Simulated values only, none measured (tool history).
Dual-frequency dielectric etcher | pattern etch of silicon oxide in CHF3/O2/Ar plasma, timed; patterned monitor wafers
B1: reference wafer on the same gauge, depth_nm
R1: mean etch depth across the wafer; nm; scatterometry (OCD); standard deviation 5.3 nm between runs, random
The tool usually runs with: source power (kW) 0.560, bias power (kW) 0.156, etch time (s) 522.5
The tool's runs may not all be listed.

{"run": 1, "hour": 0.0, "source power (kW)": 0.56, "bias power (kW)": 0.156, "etch time (s)": 522.5, "B1": 827.0, "R1": 931.3}
{"run": 2, "hour": 32.3, "source power (kW)": 0.56, "bias power (kW)": 0.156, "etch time (s)": 522.5, "B1": 827.6, "R1": 921.1}
{"hour": 41.6, "done": "gauge calibrated"}
{"run": 3, "hour": 62.4, "source power (kW)": 0.56, "bias power (kW)": 0.156, "etch time (s)": 522.5, "B1": 828.9, "R1": 927.0}
{"run": 4, "hour": 90.7, "source power (kW)": 0.56, "bias power (kW)": 0.156, "etch time (s)": 522.5, "B1": 827.0, "R1": 933.1}
{"run": 5, "hour": 123.1, "source power (kW)": 0.48, "bias power (kW)": 0.156, "etch time (s)": 522.5, "B1": 828.0, "R1": 843.1}
{"run": 6, "hour": 157.5, "source power (kW)": 0.48, "bias power (kW)": 0.156, "etch time (s)": 522.5, "B1": 827.7, "R1": 840.1}
{"run": 7, "hour": 191.3, "source power (kW)": 0.56, "bias power (kW)": 0.156, "etch time (s)": 522.5, "B1": 829.0, "R1": 930.6}
{"run": 8, "hour": 216.5, "source power (kW)": 0.56, "bias power (kW)": 0.156, "etch time (s)": 522.5, "B1": 828.3, "R1": 928.8}
{"run": 9, "hour": 233.6, "source power (kW)": 0.56, "bias power (kW)": 0.156, "etch time (s)": 522.5, "B1": 828.0, "R1": 937.4}
{"hour": 255.8, "done": "bias power generator calibrated"}
{"run": 10, "hour": 257.0, "source power (kW)": 0.56, "bias power (kW)": 0.156, "etch time (s)": 522.5, "B1": 826.8, "R1": 930.5}
{"run": 11, "hour": 272.9, "source power (kW)": 0.56, "bias power (kW)": 0.156, "etch time (s)": 522.5, "B1": 828.4, "R1": 927.4}
{"run": 12, "hour": 297.5, "source power (kW)": 0.56, "bias power (kW)": 0.156, "etch time (s)": 467.5, "B1": 828.7, "R1": 829.0}
{"run": 13, "hour": 317.1, "source power (kW)": 0.56, "bias power (kW)": 0.156, "etch time (s)": 522.5, "B1": 828.2, "R1": 925.9}
{"hour": 383.9, "done": "source power generator calibrated"}
{"run": 14, "hour": 396.4, "source power (kW)": 0.56, "bias power (kW)": 0.123, "etch time (s)": 522.5, "B1": 827.2, "R1": 827.6}
{"hour": 402.8, "done": "gauge calibrated"}
{"run": 15, "hour": 428.3, "source power (kW)": 0.56, "bias power (kW)": 0.119, "etch time (s)": 522.5, "B1": 828.4, "R1": 818.7}
{"run": 16, "hour": 462.5, "source power (kW)": 0.56, "bias power (kW)": 0.156, "etch time (s)": 522.5, "B1": 829.6, "R1": 934.2}
{"hour": 487.8, "done": "upper electrode replaced"}
{"hour": 494.6, "done": "wet clean of the chamber"}
{"run": 17, "hour": 495.1, "source power (kW)": 0.5, "bias power (kW)": 0.156, "etch time (s)": 522.5, "B1": 828.6, "R1": 870.9}
{"run": 18, "hour": 512.8, "source power (kW)": 0.7, "bias power (kW)": 0.194, "etch time (s)": 522.5, "B1": 828.8, "R1": 1161.1}
{"run": 19, "hour": 525.1, "source power (kW)": 0.56, "bias power (kW)": 0.156, "etch time (s)": 522.5, "B1": 827.5, "R1": 934.8}
{"run": 20, "hour": 558.0, "source power (kW)": 0.56, "bias power (kW)": 0.156, "etch time (s)": 522.5, "B1": 828.6, "R1": 923.7}
{"run": 21, "hour": 593.8, "source power (kW)": 0.61, "bias power (kW)": 0.156, "etch time (s)": 620.5, "B1": 827.0, "R1": 1161.1}
{"run": 22, "hour": 610.9, "source power (kW)": 0.56, "bias power (kW)": 0.156, "etch time (s)": 657.5, "B1": 828.2, "R1": 1176.9}
{"run": 23, "hour": 640.7, "source power (kW)": 0.67, "bias power (kW)": 0.127, "etch time (s)": 522.5, "B1": 828.8, "R1": 951.0}
{"run": 24, "hour": 666.6, "source power (kW)": 0.56, "bias power (kW)": 0.119, "etch time (s)": 522.5, "B1": 827.8, "R1": 814.9}
{"run": 25, "hour": 688.6, "source power (kW)": 0.62, "bias power (kW)": 0.191, "etch time (s)": 678.5, "B1": 829.1, "R1": 1406.7}

List, for all runs, the conditions of the tool that the log does not record:
etch rate over this chamber's usual, %: 0, the same for each run
source power that arrives over what is set, %: 0, the same for each run
bias power that arrives over what is set, %: 0, the same for each run
gauge reads high (%): 0, the same for each run
